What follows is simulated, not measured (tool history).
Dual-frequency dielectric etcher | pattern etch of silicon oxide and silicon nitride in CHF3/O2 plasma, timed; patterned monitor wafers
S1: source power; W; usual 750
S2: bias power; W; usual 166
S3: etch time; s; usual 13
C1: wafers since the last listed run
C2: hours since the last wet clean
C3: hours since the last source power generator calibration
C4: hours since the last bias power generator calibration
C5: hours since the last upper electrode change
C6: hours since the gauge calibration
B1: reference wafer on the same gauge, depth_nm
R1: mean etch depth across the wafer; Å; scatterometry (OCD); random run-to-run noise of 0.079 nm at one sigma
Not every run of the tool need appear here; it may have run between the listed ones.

run    hour   S1   S2    S3    C1     C2      C3      C4      C5      C6     B1     R1
  1       0  650  166    13     0    0.5  2120.1  4508.9  5246.1  1531.9   22.4  191.2
  2   188.8  650  166    13  3172  189.3  2308.9  4697.7  5434.9  1720.7  22.41  190.8
  3   234.8  650  166    13   772  235.3  2354.9  4743.7  5480.9  1766.7   22.4  191.7
  4   262.5  750  138    13   465    263  2382.6  4771.4  5508.6  1794.4  22.39  194.9
  5   300.4  750  166    13   636  300.9  2420.5  4809.3  5546.5  1832.3  22.39  201.7
  6   328.1  750  166    13   465  328.6  2448.2    4837  5574.2    1860  22.39  202.4
  7   480.5  750  166    13  2560    481  2600.6  4989.4  5726.6  2012.4  22.41  202.4
      531.7  -- wet clean of the chamber
  8   537.9  750  166    13   561    6.2    2658  5046.8    5784  2069.8  22.39  201.7
      610.8  -- upper electrode replaced
  9   611.3  750  166    13   830   79.6  2731.4  5120.2     0.5  2143.2  22.38  202.5
      630.7  -- bias power generator calibrated
 10     637  750  166    13   364  105.3  2757.1     6.3    26.2  2168.9  22.41  199.9
 11   677.9  620  153    13   687  146.2    2798    47.2    67.1  2209.8  22.39  186.1
 12   727.9  620  153    13   840  196.2    2848    97.2   117.1  2259.8  22.42  184.9
      732.5  -- gauge calibrated
      733.6  -- source power generator calibrated
 13   777.4  560  166  16.5   764  245.7    43.8   146.7   166.6    44.9   22.4  232.7
 14   815.7  750  166    13   643    284    82.1     185   204.9    83.2   22.4  202.4
 15   851.9  920  127    11   608  320.2   118.3   221.2   241.1   119.4   22.4    175
 16   904.2  850  146     9   878  372.5   170.6   273.5   293.4   171.7  22.39  142.3
 17   942.7  830  187    15   646    411   209.1     312   331.9   210.2  22.38  247.4
 18     980  910  166    13   626  448.3   246.4   349.3   369.2   247.5  22.38  214.6
 19  1005.6  840  166    12   430  473.9     272   374.9   394.8   273.1  22.43  192.2
 20  1066.9  850  191    13  1030  535.2   333.3   436.2   456.1   334.4  22.41  217.1
       1112  -- wet clean of the chamber
 21  1112.5  750  166    13   362    0.5   378.9   481.8   501.7     380  22.42  200.8
 22  1142.4  750  166    13   502   30.4   408.8   511.7   531.6   409.9  22.42  200.9
 23  1183.6  750  166    13   692   71.6     450   552.9   572.8   451.1  22.39  201.7
 24  1245.7  830  187    15  1043  133.7   512.1     615   634.9   513.2  22.39  247.1
 25  1287.3  570  145    13   699  175.3   553.7   656.6   676.5   554.8  22.42  177.7
 26  1334.2  750  166  14.5   788  222.2   600.6   703.5   723.4   601.7   22.4  224.9
 27    1400  750  166    13  1105    288   666.4   769.3   789.2   667.5   22.4  201.3
 28  1432.9  870  192  16.5   552  320.9   699.3   802.2   822.1   700.4  22.41  275.9
 29  1460.5  900  166     9   463  348.5   726.9   829.8   849.7     728   22.4  149.5
 30  1505.4  890  166  16.5   754  393.4   771.8   874.7   894.6   772.9  22.39  273.7

Predict each of these 4 candidate next runs independently; none follows another, all start after run 30:
  A  1505.8  750  187   13   6  393.8  772.2  875.1  895  773.3   ?   ?
  B  1505.8  600  166   13   6  393.8  772.2  875.1  895  773.3   ?   ?
  C  1505.8  750  166  9.5   6  393.8  772.2  875.1  895  773.3   ?   ?
  D  1505.8  860  197   15   6  393.8  772.2  875.1  895  773.3   ?   ?

run     B1     R1
  A  22.41  206.4
  B  22.41  185.8
  C  22.41  147.1
  D  22.41  253.1
Stripped of hidden state, with their random variation kept, the same runs would have yielded:
run     R1
  A  206.4
  B  185.8
  C  147.1
  D  253.1
